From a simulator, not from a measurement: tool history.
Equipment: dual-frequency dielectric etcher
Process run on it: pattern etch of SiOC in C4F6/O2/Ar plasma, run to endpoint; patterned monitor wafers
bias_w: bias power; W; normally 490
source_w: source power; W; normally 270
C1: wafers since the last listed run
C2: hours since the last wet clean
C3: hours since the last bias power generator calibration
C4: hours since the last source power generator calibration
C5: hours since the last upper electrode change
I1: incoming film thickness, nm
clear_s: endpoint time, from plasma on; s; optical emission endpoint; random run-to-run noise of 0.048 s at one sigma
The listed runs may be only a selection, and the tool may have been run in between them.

{"run": 1, "hour": 0.0, "bias_w": 490, "source_w": 250, "C1": 0, "C2": 70.6, "C3": 2855.4, "C4": 3371.0, "C5": 4960.8, "I1": 37.28, "clear_s": 17.0}
{"run": 2, "hour": 57.6, "bias_w": 490, "source_w": 250, "C1": 1119, "C2": 128.2, "C3": 2913.0, "C4": 3428.6, "C5": 5018.4, "I1": 36.88, "clear_s": 16.8}
{"run": 3, "hour": 92.8, "bias_w": 490, "source_w": 250, "C1": 683, "C2": 163.4, "C3": 2948.2, "C4": 3463.8, "C5": 5053.6, "I1": 37.7, "clear_s": 17.3}
{"run": 4, "hour": 118.1, "bias_w": 490, "source_w": 270, "C1": 491, "C2": 188.7, "C3": 2973.5, "C4": 3489.1, "C5": 5078.9, "I1": 37.2, "clear_s": 16.4}
{"run": 5, "hour": 144.3, "bias_w": 490, "source_w": 270, "C1": 509, "C2": 214.9, "C3": 2999.7, "C4": 3515.3, "C5": 5105.1, "I1": 37.2, "clear_s": 16.5}
{"run": 6, "hour": 193.2, "bias_w": 490, "source_w": 270, "C1": 950, "C2": 263.8, "C3": 3048.6, "C4": 3564.2, "C5": 5154.0, "I1": 37.15, "clear_s": 16.3}
{"run": 7, "hour": 224.1, "bias_w": 490, "source_w": 270, "C1": 600, "C2": 294.7, "C3": 3079.5, "C4": 3595.1, "C5": 5184.9, "I1": 37.42, "clear_s": 16.6}
{"hour": 265.5, "done": "upper electrode replaced"}
{"run": 8, "hour": 287.7, "bias_w": 490, "source_w": 270, "C1": 769, "C2": 358.3, "C3": 3143.1, "C4": 3658.7, "C5": 22.2, "I1": 37.48, "clear_s": 16.7}
{"run": 9, "hour": 325.6, "bias_w": 573, "source_w": 200, "C1": 736, "C2": 396.2, "C3": 3181.0, "C4": 3696.6, "C5": 60.1, "I1": 37.25, "clear_s": 18.3}
{"hour": 390.4, "done": "bias power generator calibrated"}
{"run": 10, "hour": 390.9, "bias_w": 575, "source_w": 310, "C1": 1191, "C2": 461.5, "C3": 0.5, "C4": 3761.9, "C5": 125.4, "I1": 37.15, "clear_s": 14.6}
{"run": 11, "hour": 436.4, "bias_w": 490, "source_w": 270, "C1": 884, "C2": 507.0, "C3": 46.0, "C4": 3807.4, "C5": 170.9, "I1": 37.25, "clear_s": 16.6}
{"run": 12, "hour": 475.5, "bias_w": 555, "source_w": 250, "C1": 759, "C2": 546.1, "C3": 85.1, "C4": 3846.5, "C5": 210.0, "I1": 37.12, "clear_s": 16.5}
{"hour": 508.0, "done": "wet clean of the chamber"}
{"run": 13, "hour": 525.9, "bias_w": 595, "source_w": 250, "C1": 512, "C2": 17.9, "C3": 135.5, "C4": 3896.9, "C5": 260.4, "I1": 37.32, "clear_s": 15.7}
{"hour": 542.0, "done": "source power generator calibrated"}
{"run": 14, "hour": 578.3, "bias_w": 490, "source_w": 270, "C1": 940, "C2": 70.3, "C3": 187.9, "C4": 36.3, "C5": 312.8, "I1": 37.05, "clear_s": 16.1}
{"run": 15, "hour": 639.3, "bias_w": 609, "source_w": 300, "C1": 1185, "C2": 131.3, "C3": 248.9, "C4": 97.3, "C5": 373.8, "I1": 36.95, "clear_s": 14.1}
{"run": 16, "hour": 703.1, "bias_w": 602, "source_w": 220, "C1": 1239, "C2": 195.1, "C3": 312.7, "C4": 161.1, "C5": 437.6, "I1": 37.05, "clear_s": 16.7}

Results per run with the tool's hidden condition removed, run-to-run variation unchanged:
Unlogged tool condition in this case: etch rate over this chamber's usual, %; bias power that arrives over what is set, %; source power that arrives over what is set, %.
run=1 clear_s=16.8
run=2 clear_s=16.6
run=3 clear_s=17.1
run=4 clear_s=16.2
run=5 clear_s=16.2
run=6 clear_s=16.0
run=7 clear_s=16.3
run=8 clear_s=16.3
run=9 clear_s=17.8
run=10 clear_s=14.1
run=11 clear_s=16.1
run=12 clear_s=15.9
run=13 clear_s=15.7
run=14 clear_s=16.0
run=15 clear_s=14.0
run=16 clear_s=16.5
